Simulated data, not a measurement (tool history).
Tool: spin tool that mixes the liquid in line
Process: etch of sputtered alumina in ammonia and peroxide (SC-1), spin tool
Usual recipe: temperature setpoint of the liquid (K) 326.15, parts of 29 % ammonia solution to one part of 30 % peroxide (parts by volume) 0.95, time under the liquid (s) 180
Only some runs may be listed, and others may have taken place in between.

run	hour	temperature setpoint of the liquid (K)	parts of 29 % ammonia solution to one part of 30 % peroxide (parts by volume)	time under the liquid (s)	wafers since the last listed run	hours since the thermometer was replaced	hours since the ammonia flow meter was replaced	hours since the heated supply line was repaired	hours since the drum of ammonia solution was connected	hours since the gauge calibration	read-back film thickness of the sputtered alumina reference wafer, read on the same gauge (nm)	thickness taken off the sputtered alumina on a monitor wafer (Å)
1	0.0	326.15	1.20	180	0	2145.9	1194.9	2853.0	146.1	78.1	100.05	195.6
2	17.0	326.15	1.20	180	81	2162.9	1211.9	2870.0	163.1	95.1	99.96	195.6
3	30.9	326.15	0.95	180	66	2176.8	1225.8	2883.9	177.0	109.0	100.03	190.0
4	41.5	326.15	0.95	180	50	2187.4	1236.4	2894.5	187.6	119.6	100.00	191.1
5	51.0	326.15	0.95	180	45	2196.9	1245.9	2904.0	197.1	129.1	99.94	190.6
# hour 60.7: new drum of ammonia solution connected
6	65.0	326.15	0.95	180	62	2210.9	1259.9	2918.0	4.3	143.1	100.04	193.7
7	77.9	329.65	0.95	180	61	2223.8	1272.8	2930.9	17.2	156.0	100.02	232.1
8	87.0	317.65	0.95	125	43	2232.9	1281.9	2940.0	26.3	165.1	100.03	83.3

Forecast run 9:
# hour 96.2: thermometer replaced
# hour 114.8: gauge calibrated
9	133.7	334.65	1.10	270	219	37.5	1328.6	2986.7	73.0	18.9	?	?

Run 9 yielded read-back film thickness of the sputtered alumina reference wafer, read on the same gauge (nm) 99.98, thickness taken off the sputtered alumina on a monitor wafer (Å) 453.7.
Were there no unlogged condition in the tool, this run, its random variation unchanged, would have produced thickness taken off the sputtered alumina on a monitor wafer (Å) 455.7.

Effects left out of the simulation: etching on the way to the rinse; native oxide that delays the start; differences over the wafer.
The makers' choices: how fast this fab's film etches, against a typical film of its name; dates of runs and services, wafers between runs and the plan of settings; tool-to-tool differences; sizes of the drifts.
